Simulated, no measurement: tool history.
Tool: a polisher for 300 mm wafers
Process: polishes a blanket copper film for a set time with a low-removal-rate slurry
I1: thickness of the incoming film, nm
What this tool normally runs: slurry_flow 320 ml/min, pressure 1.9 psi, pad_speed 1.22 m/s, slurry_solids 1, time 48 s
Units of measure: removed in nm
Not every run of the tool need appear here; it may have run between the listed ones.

{"run": 1, "hour": 0.0, "slurry_flow": 320, "pressure": 1.9, "pad_speed": 1.22, "slurry_solids": 0.8, "time": 48, "I1": 1302.7, "removed": 104.7}
{"run": 2, "hour": 34.6, "slurry_flow": 320, "pressure": 1.9, "pad_speed": 1.22, "slurry_solids": 0.8, "time": 48, "I1": 1305.1, "removed": 106.2}
{"run": 3, "hour": 88.7, "slurry_flow": 320, "pressure": 1.9, "pad_speed": 1.22, "slurry_solids": 0.8, "time": 48, "I1": 1318.3, "removed": 106.4}
{"hour": 120.9, "done": "worn pad replaced by a new one"}
{"run": 4, "hour": 132.7, "slurry_flow": 320, "pressure": 1.9, "pad_speed": 1.22, "slurry_solids": 1, "time": 48, "I1": 1301.4, "removed": 108.9}
{"run": 5, "hour": 164.8, "slurry_flow": 320, "pressure": 1.9, "pad_speed": 1.22, "slurry_solids": 1, "time": 48, "I1": 1328.6, "removed": 113.3}
{"hour": 205.3, "done": "slurry nozzle cleaned"}
{"run": 6, "hour": 208.0, "slurry_flow": 320, "pressure": 1.9, "pad_speed": 1.22, "slurry_solids": 1, "time": 48, "I1": 1322.5, "removed": 110.2}
{"hour": 278.7, "done": "worn pad replaced by a new one"}
{"run": 7, "hour": 279.2, "slurry_flow": 320, "pressure": 1.9, "pad_speed": 1.22, "slurry_solids": 0.85, "time": 48, "I1": 1311.5, "removed": 109}
{"hour": 305.7, "done": "slurry blender recalibrated"}
{"run": 8, "hour": 307.3, "slurry_flow": 320, "pressure": 1.9, "pad_speed": 1.22, "slurry_solids": 0.85, "time": 48, "I1": 1310.3, "removed": 111.4}
{"run": 9, "hour": 356.2, "slurry_flow": 320, "pressure": 1.9, "pad_speed": 1.22, "slurry_solids": 0.85, "time": 48, "I1": 1311.2, "removed": 109.8}
{"run": 10, "hour": 394.7, "slurry_flow": 320, "pressure": 1.9, "pad_speed": 1.22, "slurry_solids": 1, "time": 48, "I1": 1289.1, "removed": 113.6}
{"run": 11, "hour": 433.9, "slurry_flow": 320, "pressure": 1.9, "pad_speed": 1.22, "slurry_solids": 1, "time": 48, "I1": 1316.4, "removed": 110.3}
{"hour": 473.5, "done": "worn pad replaced by a new one"}
{"run": 12, "hour": 481.8, "slurry_flow": 290, "pressure": 1.9, "pad_speed": 1.22, "slurry_solids": 1.2, "time": 48, "I1": 1308.9, "removed": 116.5}
{"hour": 488.1, "done": "head pressure recalibrated"}
{"hour": 506.1, "done": "slurry nozzle cleaned"}
{"run": 13, "hour": 510.0, "slurry_flow": 320, "pressure": 2.1, "pad_speed": 1.22, "slurry_solids": 1.25, "time": 41, "I1": 1305.1, "removed": 117.3}
{"hour": 629.3, "done": "head pressure recalibrated, repeated, since the last time left the tool worse"}
{"run": 14, "hour": 634.3, "slurry_flow": 230, "pressure": 1.9, "pad_speed": 1.36, "slurry_solids": 1.25, "time": 58, "I1": 1332, "removed": 139.3}
{"hour": 649.9, "done": "worn pad replaced by a new one"}
{"run": 15, "hour": 661.9, "slurry_flow": 290, "pressure": 1.6, "pad_speed": 1.38, "slurry_solids": 1, "time": 38, "I1": 1315.6, "removed": 74.2}
{"run": 16, "hour": 720.1, "slurry_flow": 320, "pressure": 1.9, "pad_speed": 1.22, "slurry_solids": 1, "time": 62, "I1": 1299, "removed": 135.3}
{"hour": 778.8, "done": "slurry nozzle cleaned"}
{"run": 17, "hour": 779.6, "slurry_flow": 365, "pressure": 2.4, "pad_speed": 0.94, "slurry_solids": 1, "time": 48, "I1": 1295.9, "removed": 108}
{"hour": 807.6, "done": "worn pad replaced by a new one"}
{"hour": 812.5, "done": "slurry blender recalibrated"}
{"run": 18, "hour": 829.7, "slurry_flow": 320, "pressure": 2.6, "pad_speed": 1.22, "slurry_solids": 1, "time": 41, "I1": 1303.3, "removed": 123.6}
{"run": 19, "hour": 855.3, "slurry_flow": 400, "pressure": 2.1, "pad_speed": 1.34, "slurry_solids": 1, "time": 58, "I1": 1319.7, "removed": 156.7}

For some of the steps in removed from one run to the next: how much would appear even if the tool had no hidden state, given the settings, what came in and random variation, and how much remains for the hidden state plus any gauge scatter that the measured result and the result without hidden state don't share?
Hidden state present: removal rate lost through wear of the pad, %; slurry flow missing at the pad, %; deviation of the head's pressure from its setpoint, %; abrasive missing from the slurry, %.
Run 13 -> 14: slurry_flow 320 -> 230, pressure 2.1 -> 1.9, pad_speed 1.22 -> 1.36, time 41 -> 58, head pressure recalibrated, repeated, since the last time left the tool worse. removed +22 nm: hidden state -17.3, all else +39.3.
Run 14 -> 15: slurry_flow 230 -> 290, pressure 1.9 -> 1.6, pad_speed 1.36 -> 1.38, slurry_solids 1.25 -> 1, time 58 -> 38, worn pad replaced by a new one. removed -65.1 nm: hidden state +1.2, all else -66.3.
